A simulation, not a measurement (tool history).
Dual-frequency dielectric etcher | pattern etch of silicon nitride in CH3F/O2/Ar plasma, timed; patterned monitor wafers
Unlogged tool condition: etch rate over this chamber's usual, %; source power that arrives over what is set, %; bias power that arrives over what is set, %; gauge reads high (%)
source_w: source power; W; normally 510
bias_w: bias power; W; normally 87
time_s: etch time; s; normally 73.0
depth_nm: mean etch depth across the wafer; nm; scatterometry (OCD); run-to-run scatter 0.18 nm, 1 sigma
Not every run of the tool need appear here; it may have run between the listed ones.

run,hour,source_w,bias_w,time_s,wafers since the last listed run,hours since the last wet clean,hours since the last source power generator calibration,hours since the last bias power generator calibration,hours since the last upper electrode change,hours since the gauge calibration,"read-back reference wafer on the same gauge, depth_nm",depth_nm
1,0.0,550,83,73.0,0,179.5,406.7,2090.1,2513.7,806.3,61.9,58.9
2,100.4,510,87,73.0,740,279.9,507.1,2190.5,2614.1,906.7,61.9,58.0
3,161.5,510,87,73.0,450,341.0,568.2,2251.6,2675.2,967.8,61.8,58.1
4,241.3,510,95,73.0,588,420.8,648.0,2331.4,2755.0,1047.6,61.9,61.0
5,297.3,510,95,73.0,412,476.8,704.0,2387.4,2811.0,1103.6,61.9,61.3
6,353.7,510,87,73.0,415,533.2,760.4,2443.8,2867.4,1160.0,61.9,58.5
# hour 396.4: wet clean of the chamber
7,457.9,510,87,73.0,591,61.5,864.6,2548.0,2971.6,1264.2,61.9,58.4
# hour 492.5: upper electrode replaced, of another model than before
8,558.5,510,87,73.0,564,162.1,965.2,2648.6,66.0,1364.8,61.9,58.3
9,638.7,510,87,73.0,591,242.3,1045.4,2728.8,146.2,1445.0,62.0,58.5
10,738.5,510,87,73.0,735,342.1,1145.2,2828.6,246.0,1544.8,61.9,57.9
11,821.3,510,87,73.0,610,424.9,1228.0,2911.4,328.8,1627.6,61.9,58.6
12,870.8,510,87,73.0,364,474.4,1277.5,2960.9,378.3,1677.1,61.9,58.2
13,931.6,510,96,73.0,448,535.2,1338.3,3021.7,439.1,1737.9,61.9,60.7
# hour 967.5: wet clean of the chamber
# hour 1004.6: bias power generator calibrated
14,1030.5,510,87,56.0,522,63.0,1437.2,25.9,538.0,1836.8,61.9,45.0
15,1067.6,510,87,73.0,273,100.1,1474.3,63.0,575.1,1873.9,61.9,58.4
# hour 1120.2: source power generator calibrated
16,1147.4,540,87,79.0,558,179.9,27.2,142.8,654.9,1953.7,61.9,63.5
17,1210.6,410,102,73.0,465,243.1,90.4,206.0,718.1,2016.9,61.9,58.6
18,1279.6,510,87,66.5,508,312.1,159.4,275.0,787.1,2085.9,61.9,52.9
# hour 1330.8: gauge calibrated
19,1372.1,510,87,73.0,681,404.6,251.9,367.5,879.6,41.3,61.9,57.7
20,1430.2,600,94,88.0,428,462.7,310.0,425.6,937.7,99.4,61.9,75.1
21,1512.7,400,65,53.5,608,545.2,392.5,508.1,1020.2,181.9,61.9,35.6
# hour 1553.4: wet clean of the chamber
22,1553.9,510,87,73.0,126,0.5,433.7,549.3,1061.4,223.1,61.9,57.8
23,1640.4,510,87,73.0,637,87.0,520.2,635.8,1147.9,309.6,61.9,57.9

What does the tool deliver on the next run?
24,1738.0,510,87,73.0,719,184.6,617.8,733.4,1245.5,407.2,?,?

Run 24 came out at read-back reference wafer on the same gauge, depth_nm 61.9, depth_nm 58.0 nm.
Minus the tool's unlogged condition, the same run would have read depth_nm 57.8 nm.

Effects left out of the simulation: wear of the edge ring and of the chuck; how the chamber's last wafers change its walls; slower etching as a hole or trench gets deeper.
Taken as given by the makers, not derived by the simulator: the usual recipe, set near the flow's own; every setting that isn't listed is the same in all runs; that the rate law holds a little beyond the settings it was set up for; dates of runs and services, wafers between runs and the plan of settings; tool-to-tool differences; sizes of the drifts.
